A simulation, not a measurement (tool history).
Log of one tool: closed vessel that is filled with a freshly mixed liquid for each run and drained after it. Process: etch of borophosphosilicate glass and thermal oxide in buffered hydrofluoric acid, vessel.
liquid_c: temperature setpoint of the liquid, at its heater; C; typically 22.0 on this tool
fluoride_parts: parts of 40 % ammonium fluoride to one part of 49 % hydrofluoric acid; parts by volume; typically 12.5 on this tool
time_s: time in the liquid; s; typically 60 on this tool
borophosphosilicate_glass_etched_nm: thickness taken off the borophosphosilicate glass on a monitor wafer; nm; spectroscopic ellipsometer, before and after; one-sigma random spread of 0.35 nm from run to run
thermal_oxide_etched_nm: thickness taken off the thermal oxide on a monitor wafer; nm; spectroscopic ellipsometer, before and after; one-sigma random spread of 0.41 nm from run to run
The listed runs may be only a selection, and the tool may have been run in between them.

| run | day | liquid_c | fluoride_parts | time_s | wafers since the last listed run | hours since the thermometer was replaced | hours since the hydrofluoric acid flow meter was replaced | hours since the gauge calibration | read-back film thickness of the borophosphosilicate glass reference wafer, read on the same gauge (nm) | read-back film thickness of the thermal oxide reference wafer, read on the same gauge (nm) | borophosphosilicate_glass_etched_nm | thermal_oxide_etched_nm |
|---|---|---|---|---|---|---|---|---|---|---|---|---|
| 1 | 0.000 | 22.0 | 12.5 | 60 | 0 | 0.2 | 452.5 | 766.3 | 89.97 | 149.98 | 66.71 | 55.69 |
|  | 0.012 | hydrofluoric acid flow meter replaced |
|  | 1.596 | gauge calibrated |
| 2 | 2.504 | 22.0 | 12.5 | 60 | 6163 | 60.3 | 59.8 | 21.8 | 90.00 | 149.98 | 62.90 | 52.19 |
| 3 | 5.079 | 22.0 | 12.5 | 60 | 6373 | 122.1 | 121.6 | 83.6 | 90.01 | 150.04 | 64.53 | 52.91 |
| 4 | 6.162 | 22.0 | 12.5 | 60 | 2681 | 148.1 | 147.6 | 109.6 | 90.01 | 149.95 | 65.44 | 54.27 |
| 5 | 8.512 | 22.0 | 12.5 | 60 | 5817 | 204.5 | 204.0 | 166.0 | 90.02 | 150.06 | 65.70 | 54.66 |
| 6 | 10.658 | 22.0 | 11.5 | 60 | 5311 | 256.0 | 255.5 | 217.5 | 89.98 | 149.97 | 71.57 | 59.46 |
| 7 | 12.796 | 22.0 | 11.5 | 60 | 5291 | 307.3 | 306.8 | 268.8 | 90.03 | 150.03 | 72.83 | 59.60 |
| 8 | 15.288 | 22.0 | 11.5 | 60 | 6167 | 367.1 | 366.6 | 328.6 | 90.03 | 150.02 | 72.90 | 60.47 |
| 9 | 16.679 | 22.0 | 12.5 | 35 | 3444 | 400.5 | 400.0 | 362.0 | 90.03 | 150.01 | 39.43 | 32.85 |
| 10 | 18.271 | 22.0 | 12.5 | 35 | 3939 | 438.7 | 438.2 | 400.2 | 89.99 | 150.02 | 39.97 | 33.00 |
|  | 19.500 | hydrofluoric acid flow meter replaced |
| 11 | 19.617 | 22.0 | 12.5 | 35 | 3228 | 471.0 | 2.8 | 432.5 | 90.00 | 149.98 | 37.67 | 31.11 |
| 12 | 20.662 | 22.0 | 12.5 | 75 | 2588 | 496.1 | 27.9 | 457.6 | 90.02 | 149.99 | 80.94 | 65.99 |
| 13 | 23.004 | 22.0 | 12.5 | 80 | 5796 | 552.3 | 84.1 | 513.8 | 89.99 | 149.97 | 87.45 | 71.82 |
| 14 | 25.171 | 22.0 | 12.5 | 60 | 5363 | 604.3 | 136.1 | 565.8 | 90.00 | 150.03 | 66.32 | 54.88 |
| 15 | 26.625 | 24.5 | 16.0 | 40 | 3599 | 639.2 | 171.0 | 600.7 | 89.98 | 150.00 | 39.95 | 33.08 |
| 16 | 27.733 | 19.5 | 12.5 | 60 | 2743 | 665.8 | 197.6 | 627.3 | 90.00 | 150.02 | 58.63 | 48.49 |
| 17 | 29.621 | 22.0 | 9.5 | 40 | 4672 | 711.1 | 242.9 | 672.6 | 90.03 | 150.00 | 57.91 | 48.08 |
| 18 | 31.729 | 22.0 | 9.5 | 60 | 5218 | 761.7 | 293.5 | 723.2 | 89.99 | 150.00 | 87.34 | 72.02 |

Run 19 is up next; what results do you expect?
| 19 | 33.292 | 20.0 | 12.5 | 60 | 3867 | 799.2 | 331.0 | 760.7 | ? | ? | ? | ? |

{"run 19": {"read-back film thickness of the borophosphosilicate glass reference wafer, read on the same gauge (nm)": 90.01, "read-back film thickness of the thermal oxide reference wafer, read on the same gauge (nm)": 150.0, "borophosphosilicate_glass_etched_nm": 61.96, "thermal_oxide_etched_nm": 51.29}}
With no hidden state in the tool, this same run would have given borophosphosilicate_glass_etched_nm 55.78 nm, thermal_oxide_etched_nm 46.16 nm.

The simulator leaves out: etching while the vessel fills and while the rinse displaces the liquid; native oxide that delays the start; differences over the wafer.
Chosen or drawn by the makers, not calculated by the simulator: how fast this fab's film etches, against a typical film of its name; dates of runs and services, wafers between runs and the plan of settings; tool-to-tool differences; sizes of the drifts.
